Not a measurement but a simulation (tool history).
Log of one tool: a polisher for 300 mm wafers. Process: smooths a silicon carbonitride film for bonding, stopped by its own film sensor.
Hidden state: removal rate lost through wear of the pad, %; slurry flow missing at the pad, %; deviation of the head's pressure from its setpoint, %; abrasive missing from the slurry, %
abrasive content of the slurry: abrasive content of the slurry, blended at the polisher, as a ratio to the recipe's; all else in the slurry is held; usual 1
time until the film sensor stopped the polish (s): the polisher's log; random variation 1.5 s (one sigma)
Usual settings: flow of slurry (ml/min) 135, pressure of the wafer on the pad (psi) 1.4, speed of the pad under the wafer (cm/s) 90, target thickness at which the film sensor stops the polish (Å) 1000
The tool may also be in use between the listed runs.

run    hour  flow of slurry (ml/min)  pressure of the wafer on the pad (psi)  speed of the pad under the wafer (cm/s)  abrasive content of the slurry  target thickness at which the film sensor stops the polish (Å)  wafers since the last listed run  wafers polished on this pad  hours since the slurry nozzle was cleaned  hours since the head pressure was calibrated  hours since the slurry blender was calibrated  incoming thickness of the incoming film, nm  time until the film sensor stopped the polish (s)
  1       0                      135                                     1.4                                       90                               1                                                            1000                                 0                         2611                                      481.6                                         604.3                                          132.2                                        119.6                                              118.5
       22.4  -- worn pad replaced by a new one
  2    66.8                      135                                     1.4                                       90                               1                                                            1000                               556                          392                                      548.4                                         671.1                                            199                                        119.7                                              114.8
  3   107.7                      135                                     1.4                                       90                               1                                                            1000                               362                          754                                      589.3                                           712                                          239.9                                        119.6                                              113.5
  4   164.2                      135                                     1.4                                       90                               1                                                            1000                               500                         1255                                      645.8                                         768.5                                          296.4                                        120.3                                              118.9
        169  -- head pressure recalibrated
      189.4  -- slurry nozzle cleaned
  5   211.8                      100                                     1.4                                       90                               1                                                            1000                               394                         1650                                       22.4                                          42.8                                            344                                        121.2                                              134.7
      267.6  -- slurry blender recalibrated
  6   269.6                      135                                     1.4                                       90                               1                                                            1000                               494                         2144                                       80.2                                         100.6                                              2                                        120.6                                              128.9
  7   304.8                      135                                     1.4                                       90                               1                                                            1000                               311                         2455                                      115.4                                         135.8                                           37.2                                          120                                              124.2
        316  -- worn pad replaced by a new one
  8   366.1                      135                                     1.4                                      110                               1                                                            1000                               507                          443                                      176.7                                         197.1                                           98.5                                        119.8                                               96.4
  9   416.5                      135                                     1.4                                      110                               1                                                            1000                               446                          889                                      227.1                                         247.5                                          148.9                                          119                                               91.1
 10   462.7                      135                                     1.4                                      110                               1                                                            1000                               409                         1298                                      273.3                                         293.7                                          195.1                                        120.2                                               99.8
 11   493.4                      110                                     1.4                                       90                               1                                                            1000                               271                         1570                                        304                                         324.4                                          225.8                                          120                                              126.1
 12   535.1                      110                                     1.4                                       90                               1                                                            1000                               369                         1939                                      345.7                                         366.1                                          267.5                                        119.1                                              120.2
 13   591.3                      110                                     1.4                                       90                               1                                                            1000                               497                         2437                                      401.9                                         422.3                                          323.7                                        118.4                                              120.4
        643  -- worn pad replaced by a new one, of another model than before
 14   644.7                      135                                     1.4                                      112                               1                                                             960                               437                           15                                      455.3                                         475.7                                          377.1                                        118.9                                              113.1
 15   693.8                      135                                     1.4                                       90                               1                                                            1000                               434                          450                                      504.4                                         524.8                                          426.2                                        118.8                                              106.6
        705  -- slurry blender recalibrated
 16   747.9                      135                                     1.1                                       90                               1                                                            1000                               461                          911                                      558.5                                         578.9                                           42.9                                        120.3                                              126.8
 17   817.2                      135                                     1.4                                       90                               1                                                             940                               613                         1525                                      627.8                                         648.2                                          112.2                                          119                                              148.3
 18   865.3                      125                                     1.4                                       90                               1                                                            1000                               425                         1950                                      675.9                                         696.3                                          160.3                                        119.3                                              116.4
      867.7  -- slurry nozzle cleaned
 19   917.8                      135                                     1.4                                       76                               1                                                            1000                               455                         2406                                       50.1                                         748.8                                          212.8                                        118.8                                                123
      922.2  -- head pressure recalibrated
 20     986                      135                                     1.4                                      112                               1                                                             960                               586                         2993                                      118.3                                          63.8                                            281                                        118.8                                              129.4
      995.5  -- worn pad replaced by a new one
 21  1047.4                      125                                     1.4                                       90                               1                                                            1000                               508                          459                                      179.7                                         125.2                                          342.4                                          119                                              108.6
 22  1073.3                      120                                     1.4                                       58                             0.9                                                            1000                               229                          688                                      205.6                                         151.1                                          368.3                                        120.3                                              158.6
     1099.6  -- slurry blender recalibrated
 23  1099.9                      135                                     1.4                                       78                               1                                                            1000                               217                          906                                      232.2                                         177.7                                            0.3                                        118.3                                              115.3
 24    1144                      135                                     1.4                                       90                               1                                                            1040                               390                         1296                                      276.3                                         221.8                                           44.4                                        119.9                                               90.1
 25    1191                      135                                     1.4                                       90                               1                                                            1000                               416                         1713                                      323.3                                         268.8                                           91.4                                        120.3                                              118.5
 26  1239.8                      155                                     1.4                                      116                               1                                                            1000                               432                         2145                                      372.1                                         317.6                                          140.2                                        119.7                                                 98
     1341.6  -- worn pad replaced by a new one
 27    1354                      135                                     1.4                                       90                             1.2                                                            1000                               975                          109                                      486.3                                         431.8                                          254.4                                        119.8                                              105.8
 28  1403.3                      170                                     1.4                                      120                               1                                                            1000                               436                          546                                      535.6                                         481.1                                          303.7                                        120.9                                               94.8
 29  1460.1                      135                                     1.4                                       90                            1.25                                                            1000                               502                         1048                                      592.4                                         537.9                                          360.5                                          118                                               96.3

Some steps in time until the film sensor stopped the polish (s) between neighbouring runs. How much of each would the tool show without its hidden state too (settings, what came in, random variation), and how much is left for the hidden state, with any gauge scatter that isn't in both results?
Run 7 -> 8: speed of the pad under the wafer (cm/s) 90 -> 110, worn pad replaced by a new one. time until the film sensor stopped the polish (s) -27.8: hidden state -11.2, all else -16.6.
Run 20 -> 21: flow of slurry (ml/min) 135 -> 125, speed of the pad under the wafer (cm/s) 112 -> 90, target thickness at which the film sensor stops the polish (Å) 960 -> 1000, worn pad replaced by a new one. time until the film sensor stopped the polish (s) -20.8: hidden state -14.8, all else -6.
Run 21 -> 22: flow of slurry (ml/min) 125 -> 120, speed of the pad under the wafer (cm/s) 90 -> 58, abrasive content of the slurry 1 -> 0.9. time until the film sensor stopped the polish (s) +50: hidden state +0.9, all else +49.1.
Run 22 -> 23: flow of slurry (ml/min) 120 -> 135, speed of the pad under the wafer (cm/s) 58 -> 78, abrasive content of the slurry 0.9 -> 1, slurry blender recalibrated. time until the film sensor stopped the polish (s) -43.3: hidden state +0.1, all else -43.4.
